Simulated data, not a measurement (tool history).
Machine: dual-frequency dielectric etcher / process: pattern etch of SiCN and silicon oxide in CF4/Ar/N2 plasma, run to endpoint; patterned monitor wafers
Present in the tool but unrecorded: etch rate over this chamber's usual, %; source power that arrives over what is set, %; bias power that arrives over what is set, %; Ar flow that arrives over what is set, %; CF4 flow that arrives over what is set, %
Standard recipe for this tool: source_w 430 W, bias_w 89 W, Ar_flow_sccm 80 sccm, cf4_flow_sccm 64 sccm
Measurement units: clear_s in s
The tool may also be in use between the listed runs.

| run | hour | source_w | bias_w | Ar_flow_sccm | cf4_flow_sccm | wafers since the last listed run | hours since the last wet clean | hours since the last source power generator calibration | hours since the last bias power generator calibration | hours since the last Ar flow controller change | hours since the last CF4 flow controller change | hours since the last upper electrode change | incoming incoming film thickness, nm | clear_s |
|---|---|---|---|---|---|---|---|---|---|---|---|---|---|---|
| 1 | 0 | 510 | 89 | 80 | 64 | 0 | 385 | 27 | 49.6 | 14.5 | 5921.9 | 6249.5 | 12.55 | 11.8 |
| 2 | 17.4 | 510 | 89 | 80 | 64 | 336 | 402.4 | 44.4 | 67 | 31.9 | 5939.3 | 6266.9 | 12.53 | 11.8 |
| 3 | 30.7 | 430 | 89 | 80 | 58 | 257 | 415.7 | 57.7 | 80.3 | 45.2 | 5952.6 | 6280.2 | 12.52 | 14.4 |
| 4 | 46.8 | 430 | 89 | 80 | 58 | 311 | 431.8 | 73.8 | 96.4 | 61.3 | 5968.7 | 6296.3 | 12.51 | 14.4 |
| 5 | 56.3 | 430 | 89 | 80 | 64 | 183 | 441.3 | 83.3 | 105.9 | 70.8 | 5978.2 | 6305.8 | 12.44 | 14.2 |
|  | 82 | upper electrode replaced |
| 6 | 82.5 | 460 | 70 | 80 | 64 | 42 | 467.5 | 109.5 | 132.1 | 97 | 6004.4 | 0.5 | 12.6 | 14.6 |
| 7 | 82.9 | 430 | 89 | 80 | 64 | 7 | 467.9 | 109.9 | 132.5 | 97.4 | 6004.8 | 0.9 | 12.58 | 14.3 |
| 8 | 89.1 | 430 | 101 | 80 | 73 | 120 | 474.1 | 116.1 | 138.7 | 103.6 | 6011 | 7.1 | 12.48 | 13.4 |
|  | 111.2 | CF4 flow controller replaced |
|  | 121 | wet clean of the chamber |
| 9 | 121.5 | 460 | 103 | 80 | 55 | 319 | 0.5 | 148.5 | 171.1 | 136 | 10.3 | 39.5 | 12.4 | 12.3 |
| 10 | 121.9 | 430 | 89 | 88 | 64 | 7 | 0.9 | 148.9 | 171.5 | 136.4 | 10.7 | 39.9 | 12.59 | 14.2 |
| 11 | 123.7 | 430 | 74 | 80 | 64 | 34 | 2.7 | 150.7 | 173.3 | 138.2 | 12.5 | 41.7 | 12.52 | 14.9 |
| 12 | 129.9 | 510 | 97 | 93 | 58 | 120 | 8.9 | 156.9 | 179.5 | 144.4 | 18.7 | 47.9 | 12.41 | 11.5 |
| 13 | 141.9 | 370 | 108 | 72 | 64 | 232 | 20.9 | 168.9 | 191.5 | 156.4 | 30.7 | 59.9 | 12.45 | 15.1 |
| 14 | 156.7 | 430 | 89 | 80 | 64 | 286 | 35.7 | 183.7 | 206.3 | 171.2 | 45.5 | 74.7 | 12.46 | 13.9 |
| 15 | 182.6 | 430 | 97 | 80 | 56 | 501 | 61.6 | 209.6 | 232.2 | 197.1 | 71.4 | 100.6 | 12.58 | 13.9 |
| 16 | 194.8 | 430 | 97 | 80 | 64 | 236 | 73.8 | 221.8 | 244.4 | 209.3 | 83.6 | 112.8 | 12.48 | 13.5 |
| 17 | 204.1 | 430 | 89 | 70 | 64 | 180 | 83.1 | 231.1 | 253.7 | 218.6 | 92.9 | 122.1 | 12.51 | 13.7 |
| 18 | 220.6 | 430 | 89 | 80 | 64 | 319 | 99.6 | 247.6 | 270.2 | 235.1 | 109.4 | 138.6 | 12.45 | 14 |
| 19 | 230.2 | 430 | 89 | 86 | 64 | 185 | 109.2 | 257.2 | 279.8 | 244.7 | 119 | 148.2 | 12.47 | 14.2 |
| 20 | 242.1 | 430 | 104 | 80 | 72 | 230 | 121.1 | 269.1 | 291.7 | 256.6 | 130.9 | 160.1 | 12.56 | 13.1 |
| 21 | 257.6 | 480 | 102 | 62 | 71 | 300 | 136.6 | 284.6 | 307.2 | 272.1 | 146.4 | 175.6 | 12.44 | 11.2 |
| 22 | 270.2 | 470 | 76 | 96 | 52 | 243 | 149.2 | 297.2 | 319.8 | 284.7 | 159 | 188.2 | 12.49 | 14.1 |
| 23 | 279.7 | 430 | 89 | 80 | 64 | 183 | 158.7 | 306.7 | 329.3 | 294.2 | 168.5 | 197.7 | 12.48 | 14 |
| 24 | 297.2 | 430 | 89 | 73 | 73 | 338 | 176.2 | 324.2 | 346.8 | 311.7 | 186 | 215.2 | 12.42 | 13.6 |

Branching from run 24: 4 alternative next runs. What would each branch give?
| A | 297.6 | 430 | 89 | 80 | 64 | 7 | 176.6 | 324.6 | 347.2 | 312.1 | 186.4 | 215.6 | 12.53 | ? |
| B | 297.6 | 510 | 89 | 98 | 64 | 7 | 176.6 | 324.6 | 347.2 | 312.1 | 186.4 | 215.6 | 12.53 | ? |
| C | 297.6 | 430 | 79 | 66 | 64 | 7 | 176.6 | 324.6 | 347.2 | 312.1 | 186.4 | 215.6 | 12.53 | ? |
| D | 297.6 | 430 | 89 | 74 | 64 | 7 | 176.6 | 324.6 | 347.2 | 312.1 | 186.4 | 215.6 | 12.53 | ? |

| run | clear_s |
|---|---|
| A | 14.1 |
| B | 12 |
| C | 14.3 |
| D | 13.9 |
Had the tool no hidden state, the same runs would have come out as:
| run | clear_s |
|---|---|
| A | 13.9 |
| B | 11.9 |
| C | 14.2 |
| D | 13.8 |
